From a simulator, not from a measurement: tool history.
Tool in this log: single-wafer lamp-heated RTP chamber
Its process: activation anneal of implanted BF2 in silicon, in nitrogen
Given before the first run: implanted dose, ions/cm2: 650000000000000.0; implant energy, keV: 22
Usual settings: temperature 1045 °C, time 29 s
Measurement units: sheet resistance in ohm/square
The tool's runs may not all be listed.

| run | day | temperature | time | read-back reference wafer on the same gauge, sheet resistance | sheet resistance |
|---|---|---|---|---|---|
| 1 | 0 | 1045 | 29 | 182.09 | 171.69 |
| 2 | 1.2 | 1045 | 29 | 182.21 | 171.19 |
| 3 | 2.258 | 1045 | 29 | 181.92 | 171.88 |
| 4 | 3.192 | 1045 | 29 | 182.25 | 173.22 |
|  | 3.871 | pyrometer window cleaned and pyrometer calibrated |
| 5 | 3.892 | 1058 | 29 | 181.89 | 167.27 |
| 6 | 4.221 | 1045 | 29 | 181.74 | 170.03 |
| 7 | 5.346 | 1045 | 29 | 181.97 | 171.36 |
| 8 | 5.938 | 1045 | 29 | 181.91 | 170.18 |
| 9 | 6.708 | 1045 | 29 | 182.07 | 169.7 |
|  | 7.525 | reflector plate cleaned |
|  | 7.654 | gauge calibrated |
| 10 | 8.125 | 1045 | 29 | 182.27 | 171.42 |
| 11 | 9.946 | 1045 | 29 | 182.19 | 170.01 |
| 12 | 11.075 | 1045 | 29 | 181.89 | 170.74 |
|  | 11.988 | pyrometer window cleaned and pyrometer calibrated |
| 13 | 13.133 | 1045 | 29 | 182.01 | 172.76 |
| 14 | 14.5 | 1045 | 29 | 182.01 | 171.95 |
| 15 | 15.067 | 1045 | 29 | 182.08 | 169.08 |
| 16 | 17.162 | 1045 | 17 | 181.84 | 175.38 |
| 17 | 18.033 | 1045 | 29 | 181.79 | 171.66 |
| 18 | 19.017 | 1036 | 20 | 182.15 | 177.46 |
|  | 19.508 | pyrometer window cleaned and pyrometer calibrated |
| 19 | 19.95 | 1020 | 35 | 182.15 | 175.46 |
| 20 | 20.55 | 1025 | 40 | 182.06 | 172.66 |
| 21 | 21.792 | 1045 | 15 | 181.68 | 176.55 |
|  | 22.938 | reflector plate cleaned |
| 22 | 22.971 | 1027 | 22 | 182.03 | 177.45 |
| 23 | 24.254 | 1045 | 29 | 181.92 | 171.39 |
| 24 | 24.967 | 1045 | 29 | 181.91 | 171.09 |
| 25 | 25.95 | 1061 | 40 | 182.21 | 164.65 |
| 26 | 26.454 | 1032 | 14 | 182.03 | 181.42 |
|  | 27.412 | pyrometer window cleaned and pyrometer calibrated |
| 27 | 27.788 | 1032 | 29 | 182.12 | 176.17 |
| 28 | 29.175 | 1027 | 22 | 181.82 | 180.19 |
| 29 | 29.712 | 1018 | 29 | 181.83 | 180.22 |
| 30 | 30.429 | 1022 | 22 | 181.9 | 182.86 |
| 31 | 31.767 | 1045 | 34 | 181.98 | 169.14 |
| 32 | 32.558 | 1063 | 39 | 181.91 | 163.82 |
| 33 | 33.771 | 1034 | 15 | 181.89 | 182.02 |
| 34 | 34.479 | 1045 | 29 | 182.02 | 171.1 |
|  | 35.35 | pyrometer window cleaned and pyrometer calibrated |
| 35 | 35.525 | 1045 | 29 | 182.06 | 171.25 |
| 36 | 36.517 | 1030 | 37 | 181.82 | 173.84 |

5 options for the next run, each taken on its own from the tool as it stands now. Forecast them:
| A | 36.533 | 1045 | 29 | ? | ? |
| B | 36.533 | 1045 | 35 | ? | ? |
| C | 36.533 | 1045 | 24 | ? | ? |
| D | 36.533 | 1024 | 29 | ? | ? |
| E | 36.533 | 1016 | 38 | ? | ? |

| run | read-back reference wafer on the same gauge, sheet resistance | sheet resistance |
|---|---|---|
| A | 181.83 | 171.68 |
| B | 181.83 | 170 |
| C | 181.83 | 173.34 |
| D | 181.83 | 178.32 |
| E | 181.83 | 178.59 |
Had the tool no hidden state, the same runs would have come out as:
| run | sheet resistance |
|---|---|
| A | 171.68 |
| B | 170 |
| C | 173.34 |
| D | 178.32 |
| E | 178.59 |
